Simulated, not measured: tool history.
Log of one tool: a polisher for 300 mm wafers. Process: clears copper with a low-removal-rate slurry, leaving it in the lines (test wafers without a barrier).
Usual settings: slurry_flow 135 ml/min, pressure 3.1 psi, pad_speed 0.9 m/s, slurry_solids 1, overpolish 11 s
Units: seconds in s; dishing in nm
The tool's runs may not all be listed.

| run | hour | slurry_flow | pressure | pad_speed | slurry_solids | overpolish | wafers since the last listed run | wafers polished on this pad | hours since the slurry nozzle was cleaned | hours since the head pressure was calibrated | hours since the slurry blender was calibrated | incoming thickness of the incoming film, nm | seconds | dishing |
|---|---|---|---|---|---|---|---|---|---|---|---|---|---|---|
| 1 | 0 | 135 | 3.1 | 0.9 | 1 | 11 | 0 | 1867 | 211.2 | 53.9 | 124.2 | 320.4 | 129.1 | 19.5 |
| 2 | 61.7 | 135 | 3.1 | 0.9 | 1 | 11 | 519 | 2387 | 272.9 | 115.6 | 185.9 | 323.3 | 133.2 | 19.2 |
| 3 | 101.2 | 135 | 3.1 | 0.9 | 1 | 11 | 332 | 2720 | 312.4 | 155.1 | 225.4 | 325.5 | 145.3 | 19 |
| 4 | 127.3 | 135 | 3.1 | 0.9 | 1.2 | 11 | 219 | 2940 | 338.5 | 181.2 | 251.5 | 322 | 136.8 | 19.7 |
|  | 144.1 | slurry nozzle cleaned |
| 5 | 165.6 | 135 | 3.1 | 0.9 | 1.2 | 11 | 314 | 3254 | 21.5 | 219.5 | 289.8 | 324.8 | 132.2 | 19.1 |
| 6 | 203.1 | 135 | 3.1 | 0.9 | 1.2 | 11 | 315 | 3570 | 59 | 257 | 327.3 | 325.8 | 138.3 | 18.9 |
|  | 211.5 | worn pad replaced by a new one |
| 7 | 266.7 | 135 | 3.9 | 0.9 | 1.2 | 11 | 502 | 465 | 122.6 | 320.6 | 390.9 | 322.9 | 113.2 | 22.4 |
| 8 | 330.9 | 135 | 3.9 | 0.9 | 1.2 | 11 | 540 | 1005 | 186.8 | 384.8 | 455.1 | 323.5 | 121.3 | 21.6 |
|  | 339.7 | slurry blender recalibrated |
| 9 | 400.6 | 135 | 3.1 | 0.9 | 1 | 11 | 570 | 1576 | 256.5 | 454.5 | 60.9 | 324.5 | 136.3 | 19.2 |
| 10 | 444 | 135 | 3.1 | 0.9 | 1 | 11 | 365 | 1941 | 299.9 | 497.9 | 104.3 | 326.7 | 138.5 | 19.6 |
| 11 | 470.1 | 135 | 3.1 | 0.9 | 1 | 11 | 219 | 2161 | 326 | 524 | 130.4 | 323.1 | 136.6 | 19.3 |
| 12 | 502.1 | 135 | 3.1 | 0.9 | 1 | 17 | 269 | 2431 | 358 | 556 | 162.4 | 322.9 | 135.4 | 28.7 |
| 13 | 559.3 | 175 | 3.1 | 0.9 | 0.85 | 11 | 481 | 2912 | 415.2 | 613.2 | 219.6 | 328.8 | 134.8 | 19.7 |
|  | 579.6 | slurry nozzle cleaned |
|  | 588.9 | worn pad replaced by a new one |
| 14 | 593.1 | 120 | 2.1 | 0.9 | 1 | 11 | 242 | 34 | 13.5 | 647 | 253.4 | 324.3 | 188.6 | 14.3 |
|  | 607.2 | head pressure recalibrated |
|  | 692.4 | slurry blender recalibrated |
| 15 | 797.1 | 170 | 3.1 | 0.9 | 1.15 | 11 | 1684 | 1719 | 217.5 | 189.9 | 104.7 | 324 | 124.8 | 21.2 |
| 16 | 827.9 | 135 | 3.1 | 0.9 | 1 | 11 | 259 | 1979 | 248.3 | 220.7 | 135.5 | 318 | 128.9 | 19.7 |
| 17 | 888.1 | 135 | 3.1 | 0.9 | 1 | 11 | 507 | 2486 | 308.5 | 280.9 | 195.7 | 327.6 | 132.8 | 19.3 |
| 18 | 921.6 | 135 | 3.6 | 0.9 | 1 | 15 | 282 | 2768 | 342 | 314.4 | 229.2 | 324.3 | 124.8 | 28.5 |
| 19 | 953.3 | 135 | 3.1 | 0.9 | 1 | 13 | 267 | 3035 | 373.7 | 346.1 | 260.9 | 324 | 137.3 | 22.5 |
|  | 965.4 | slurry nozzle cleaned |
|  | 999.6 | worn pad replaced by a new one |
| 20 | 1000.1 | 135 | 3.1 | 0.9 | 1 | 11 | 352 | 4 | 34.7 | 392.9 | 307.7 | 321.6 | 140.5 | 18.8 |
| 21 | 1039.9 | 105 | 2.1 | 0.8 | 1 | 11 | 335 | 339 | 74.5 | 432.7 | 347.5 | 320.2 | 223.6 | 12 |
| 22 | 1098.7 | 105 | 3.1 | 0.78 | 1 | 11 | 495 | 834 | 133.3 | 491.5 | 406.3 | 324.6 | 177 | 15 |
|  | 1105.2 | slurry blender recalibrated |
| 23 | 1309.2 | 135 | 4.2 | 1.06 | 1.1 | 8 | 1756 | 2590 | 343.8 | 702 | 204 | 327.6 | 92.6 | 20.8 |
| 24 | 1376 | 135 | 3.9 | 0.9 | 1 | 15 | 562 | 3153 | 410.6 | 768.8 | 270.8 | 323.3 | 115.7 | 29.3 |
|  | 1425.2 | slurry nozzle cleaned |
| 25 | 1425.7 | 100 | 2.4 | 0.9 | 0.75 | 6 | 410 | 3563 | 0.5 | 818.5 | 320.5 | 322 | 197.7 | 7.5 |
|  | 1438.6 | worn pad replaced by a new one |
|  | 1463.2 | head pressure recalibrated |
| 26 | 1492 | 135 | 3.1 | 0.9 | 1.15 | 11 | 507 | 432 | 66.8 | 28.8 | 386.8 | 330.4 | 141.5 | 18.5 |
| 27 | 1518.9 | 105 | 3.1 | 0.76 | 1 | 11 | 226 | 659 | 93.7 | 55.7 | 413.7 | 318.8 | 181.3 | 14.3 |
|  | 1545.3 | slurry blender recalibrated |
| 28 | 1555.7 | 135 | 3.1 | 0.9 | 1 | 11 | 293 | 952 | 130.5 | 92.5 | 10.4 | 323.6 | 129.1 | 20.6 |

The tool's hidden state at each run:
removal rate lost through wear of the pad, %: 0 in every run
slurry flow missing at the pad, %: 0 in every run
deviation of the head's pressure from its setpoint, %: 0 in every run
H1: abrasive missing from the slurry, %
| run | H1 |
|---|---|
| 1 | 14.8 |
| 2 | 20.1 |
| 3 | 23.5 |
| 4 | 25.7 |
| 5 | 29 |
| 6 | 32.2 |
| 7 | 37.6 |
| 8 | 43.1 |
| 9 | 10.1 |
| 10 | 13.9 |
| 11 | 16.1 |
| 12 | 18.8 |
| 13 | 23.7 |
| 14 | 26.6 |
| 15 | 10.9 |
| 16 | 13.5 |
| 17 | 18.7 |
| 18 | 21.5 |
| 19 | 24.2 |
| 20 | 28.2 |
| 21 | 31.6 |
| 22 | 36.7 |
| 23 | 22.2 |
| 24 | 27.9 |
| 25 | 32.1 |
| 26 | 37.8 |
| 27 | 40.1 |
| 28 | 3.43 |
